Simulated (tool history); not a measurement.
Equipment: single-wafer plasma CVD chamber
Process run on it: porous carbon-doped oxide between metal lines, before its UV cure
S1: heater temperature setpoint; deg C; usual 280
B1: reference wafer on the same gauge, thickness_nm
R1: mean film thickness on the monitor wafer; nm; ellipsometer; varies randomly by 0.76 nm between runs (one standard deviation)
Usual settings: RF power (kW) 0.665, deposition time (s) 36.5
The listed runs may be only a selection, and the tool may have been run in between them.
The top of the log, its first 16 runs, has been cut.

{"run": 17, "day": 21.033, "S1": 280, "RF power (kW)": 0.665, "deposition time (s)": 34.4, "B1": 262.031, "R1": 241.87}
{"run": 18, "day": 21.558, "S1": 271, "RF power (kW)": 0.73, "deposition time (s)": 42.0, "B1": 261.867, "R1": 327.468}
{"run": 19, "day": 22.388, "S1": 280, "RF power (kW)": 0.63, "deposition time (s)": 36.5, "B1": 261.793, "R1": 248.059}
{"run": 20, "day": 23.512, "S1": 280, "RF power (kW)": 0.665, "deposition time (s)": 36.5, "B1": 262.015, "R1": 256.71}
{"run": 21, "day": 24.388, "S1": 280, "RF power (kW)": 0.71, "deposition time (s)": 36.5, "B1": 261.796, "R1": 266.691}
{"run": 22, "day": 25.692, "S1": 280, "RF power (kW)": 0.665, "deposition time (s)": 40.7, "B1": 261.937, "R1": 282.909}
{"day": 25.808, "done": "gauge calibrated"}
{"day": 26.45, "done": "RF generator calibrated"}
{"run": 23, "day": 26.742, "S1": 286, "RF power (kW)": 0.545, "deposition time (s)": 36.5, "B1": 262.01, "R1": 230.873}
{"run": 24, "day": 27.575, "S1": 280, "RF power (kW)": 0.62, "deposition time (s)": 40.8, "B1": 261.904, "R1": 288.099}
{"run": 25, "day": 28.338, "S1": 272, "RF power (kW)": 0.77, "deposition time (s)": 38.8, "B1": 262.142, "R1": 327.865}
{"run": 26, "day": 29.062, "S1": 280, "RF power (kW)": 0.665, "deposition time (s)": 41.9, "B1": 262.048, "R1": 308.155}
{"run": 27, "day": 30.004, "S1": 290, "RF power (kW)": 0.665, "deposition time (s)": 38.7, "B1": 262.062, "R1": 269.735}
{"run": 28, "day": 31.175, "S1": 271, "RF power (kW)": 0.73, "deposition time (s)": 42.0, "B1": 261.973, "R1": 342.929}
{"run": 29, "day": 32.392, "S1": 267, "RF power (kW)": 0.665, "deposition time (s)": 36.5, "B1": 262.017, "R1": 287.765}
{"run": 30, "day": 33.712, "S1": 271, "RF power (kW)": 0.78, "deposition time (s)": 36.5, "B1": 261.892, "R1": 310.519}
{"run": 31, "day": 34.646, "S1": 276, "RF power (kW)": 0.78, "deposition time (s)": 29.6, "B1": 262.186, "R1": 245.18}
{"run": 32, "day": 35.421, "S1": 280, "RF power (kW)": 0.665, "deposition time (s)": 36.5, "B1": 262.108, "R1": 267.078}
{"run": 33, "day": 36.212, "S1": 280, "RF power (kW)": 0.665, "deposition time (s)": 43.2, "B1": 262.038, "R1": 313.861}
{"run": 34, "day": 37.396, "S1": 280, "RF power (kW)": 0.665, "deposition time (s)": 34.6, "B1": 262.128, "R1": 253.221}
{"run": 35, "day": 38.542, "S1": 267, "RF power (kW)": 0.73, "deposition time (s)": 36.5, "B1": 262.087, "R1": 302.606}

Here are 3 independent what-if runs from the current tool condition. What would each one return?
{"run": "A", "day": 38.558, "S1": 280, "RF power (kW)": 0.665, "deposition time (s)": 36.5, "B1": "?", "R1": "?"}
{"run": "B", "day": 38.558, "S1": 280, "RF power (kW)": 0.745, "deposition time (s)": 36.5, "B1": "?", "R1": "?"}
{"run": "C", "day": 38.558, "S1": 269, "RF power (kW)": 0.765, "deposition time (s)": 36.5, "B1": "?", "R1": "?"}

run=A B1=261.955 R1=265.747
run=B B1=261.955 R1=284.880
run=C B1=261.955 R1=308.302
With the hidden condition removed and each run's random variation left untouched, the same runs would have given:
run=A R1=272.797
run=B R1=292.385
run=C R1=316.425

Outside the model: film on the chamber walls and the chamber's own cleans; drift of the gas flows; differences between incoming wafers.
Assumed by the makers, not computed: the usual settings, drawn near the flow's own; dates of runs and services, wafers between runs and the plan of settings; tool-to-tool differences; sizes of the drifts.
